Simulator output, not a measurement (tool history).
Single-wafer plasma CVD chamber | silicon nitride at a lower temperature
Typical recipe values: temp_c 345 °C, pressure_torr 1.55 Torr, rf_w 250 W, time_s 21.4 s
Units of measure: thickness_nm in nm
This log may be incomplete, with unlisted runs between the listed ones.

run	hour	temp_c	pressure_torr	rf_w	time_s	wafers since the last listed run	hours since the last thermocouple change	hours since the last RF generator calibration	hours since the last manometer calibration	hours since the showerhead was replaced	hours since the gauge calibration	read-back reference wafer on the same gauge, thickness_nm	thickness_nm
1	0.0	345	1.55	250	21.4	0	1.1	2664.5	1790.6	6151.1	347.8	23.108	20.551
2	11.8	345	1.55	250	23.9	457	12.9	2676.3	1802.4	6162.9	359.6	23.096	23.066
3	25.3	345	1.55	250	23.9	523	26.4	2689.8	1815.9	6176.4	373.1	23.106	22.944
# hour 28.7: gauge calibrated
4	34.1	345	1.55	250	21.4	341	35.2	2698.6	1824.7	6185.2	5.4	23.141	20.586
5	46.2	345	1.55	250	21.4	469	47.3	2710.7	1836.8	6197.3	17.5	23.128	20.648
6	55.1	345	1.55	250	21.4	345	56.2	2719.6	1845.7	6206.2	26.4	23.105	20.646
7	61.5	345	1.24	250	25.0	248	62.6	2726.0	1852.1	6212.6	32.8	23.102	22.593
8	77.8	356	1.55	250	21.4	631	78.9	2742.3	1868.4	6228.9	49.1	23.106	20.563
9	87.8	345	1.80	205	17.2	387	88.9	2752.3	1878.4	6238.9	59.1	23.135	15.095
# hour 104.3: showerhead replaced
10	104.8	345	1.55	250	21.4	348	105.9	2769.3	1895.4	0.5	76.1	23.128	20.550
11	115.3	340	1.79	250	21.4	407	116.4	2779.8	1905.9	11.0	86.6	23.093	21.418
12	131.8	333	1.55	250	21.4	639	132.9	2796.3	1922.4	27.5	103.1	23.114	20.601
13	140.2	345	1.55	250	21.4	325	141.3	2804.7	1930.8	35.9	111.5	23.112	20.547
14	157.7	345	1.55	250	21.4	678	158.8	2822.2	1948.3	53.4	129.0	23.083	20.623
15	165.4	345	1.30	250	23.1	298	166.5	2829.9	1956.0	61.1	136.7	23.100	21.277
# hour 174.3: RF generator calibrated
16	182.4	345	1.55	250	25.2	348	183.5	8.1	1973.0	78.1	153.7	23.073	23.509
# hour 192.6: capacitance manometer re-zeroed and calibrated
17	193.1	345	1.55	205	21.4	104	194.2	18.8	0.5	88.8	164.4	23.114	17.404
18	197.7	345	1.55	250	21.4	178	198.8	23.4	5.1	93.4	169.0	23.095	19.890
19	220.9	345	1.74	265	23.5	899	222.0	46.6	28.3	116.6	192.2	23.077	23.392

Forecast run 20:
20	268.3	345	1.23	220	24.3	1837	269.4	94.0	75.7	164.0	239.6	?	?

Run 20 produced read-back reference wafer on the same gauge, thickness_nm 23.111, thickness_nm 19.422 nm.
With the hidden condition absent and the run-to-run variation left alone, this run would have shown thickness_nm 20.900 nm.
